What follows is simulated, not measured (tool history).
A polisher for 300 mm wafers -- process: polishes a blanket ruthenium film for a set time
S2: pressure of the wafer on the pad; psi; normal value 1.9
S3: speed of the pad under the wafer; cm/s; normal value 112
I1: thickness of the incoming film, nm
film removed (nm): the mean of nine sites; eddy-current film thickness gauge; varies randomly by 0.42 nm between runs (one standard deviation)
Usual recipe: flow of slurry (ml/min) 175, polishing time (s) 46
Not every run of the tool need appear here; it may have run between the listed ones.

run 1 hour=0 | flow_of_slurry_(ml/min)=175 S2=1.9 S3=112 polishing_time_(s)=46 | I1=269.3 | film_removed_(nm)=44.5
run 2 hour=42.5 | flow_of_slurry_(ml/min)=175 S2=1.9 S3=112 polishing_time_(s)=46 | I1=272 | film_removed_(nm)=44.9
-- hour=83.1 worn pad replaced by a new one
run 3 hour=105.5 | flow_of_slurry_(ml/min)=175 S2=1.9 S3=112 polishing_time_(s)=46 | I1=269.4 | film_removed_(nm)=45
run 4 hour=156.3 | flow_of_slurry_(ml/min)=175 S2=1.9 S3=112 polishing_time_(s)=46 | I1=269 | film_removed_(nm)=44.6
run 5 hour=197.7 | flow_of_slurry_(ml/min)=175 S2=1.9 S3=112 polishing_time_(s)=46 | I1=272.2 | film_removed_(nm)=44.8
-- hour=251.7 worn pad replaced by a new one
run 6 hour=258.1 | flow_of_slurry_(ml/min)=175 S2=1.9 S3=112 polishing_time_(s)=46 | I1=269.4 | film_removed_(nm)=43.9
run 7 hour=282.6 | flow_of_slurry_(ml/min)=175 S2=1.5 S3=112 polishing_time_(s)=46 | I1=268.4 | film_removed_(nm)=34.4
run 8 hour=312.4 | flow_of_slurry_(ml/min)=175 S2=1.9 S3=78 polishing_time_(s)=60 | I1=272.8 | film_removed_(nm)=40.5
run 9 hour=383.1 | flow_of_slurry_(ml/min)=175 S2=1.9 S3=112 polishing_time_(s)=46 | I1=270.1 | film_removed_(nm)=43.5
-- hour=404.1 worn pad replaced by a new one
-- hour=406.1 head pressure recalibrated
run 10 hour=445.9 | flow_of_slurry_(ml/min)=175 S2=1.9 S3=130 polishing_time_(s)=46 | I1=271.6 | film_removed_(nm)=65.2
run 11 hour=481.6 | flow_of_slurry_(ml/min)=155 S2=2.2 S3=112 polishing_time_(s)=46 | I1=273.6 | film_removed_(nm)=62.8
-- hour=541.4 head pressure recalibrated, repeated, since the last time left the tool worse
-- hour=554.8 worn pad replaced by a new one
-- hour=562 slurry nozzle cleaned
run 12 hour=672.9 | flow_of_slurry_(ml/min)=130 S2=1.2 S3=130 polishing_time_(s)=46 | I1=270.4 | film_removed_(nm)=32.6
-- hour=699.1 worn pad replaced by a new one
run 13 hour=704.3 | flow_of_slurry_(ml/min)=215 S2=1.9 S3=112 polishing_time_(s)=36 | I1=269.4 | film_removed_(nm)=38.2
run 14 hour=765.9 | flow_of_slurry_(ml/min)=175 S2=1.9 S3=112 polishing_time_(s)=46 | I1=270.7 | film_removed_(nm)=47.5

Here are 5 independent what-if runs from the current tool condition. What would each one return?
run A hour=766.3 | flow_of_slurry_(ml/min)=175 S2=1.9 S3=112 polishing_time_(s)=46 | I1=272.9 | film_removed_(nm)=?
run B hour=766.3 | flow_of_slurry_(ml/min)=225 S2=2.5 S3=132 polishing_time_(s)=62 | I1=272.9 | film_removed_(nm)=?
run C hour=766.3 | flow_of_slurry_(ml/min)=200 S2=2.5 S3=80 polishing_time_(s)=30 | I1=272.9 | film_removed_(nm)=?
run D hour=766.3 | flow_of_slurry_(ml/min)=230 S2=1.9 S3=112 polishing_time_(s)=46 | I1=272.9 | film_removed_(nm)=?
run E hour=766.3 | flow_of_slurry_(ml/min)=200 S2=1.9 S3=112 polishing_time_(s)=54 | I1=272.9 | film_removed_(nm)=?

run=A film_removed_(nm)=46.7
run=B film_removed_(nm)=101.1
run=C film_removed_(nm)=29.2
run=D film_removed_(nm)=48.5
run=E film_removed_(nm)=56
Stripped of hidden state, with their random variation kept, the same runs would have yielded:
run=A film_removed_(nm)=48
run=B film_removed_(nm)=103.8
run=C film_removed_(nm)=30
run=D film_removed_(nm)=49.8
run=E film_removed_(nm)=57.4
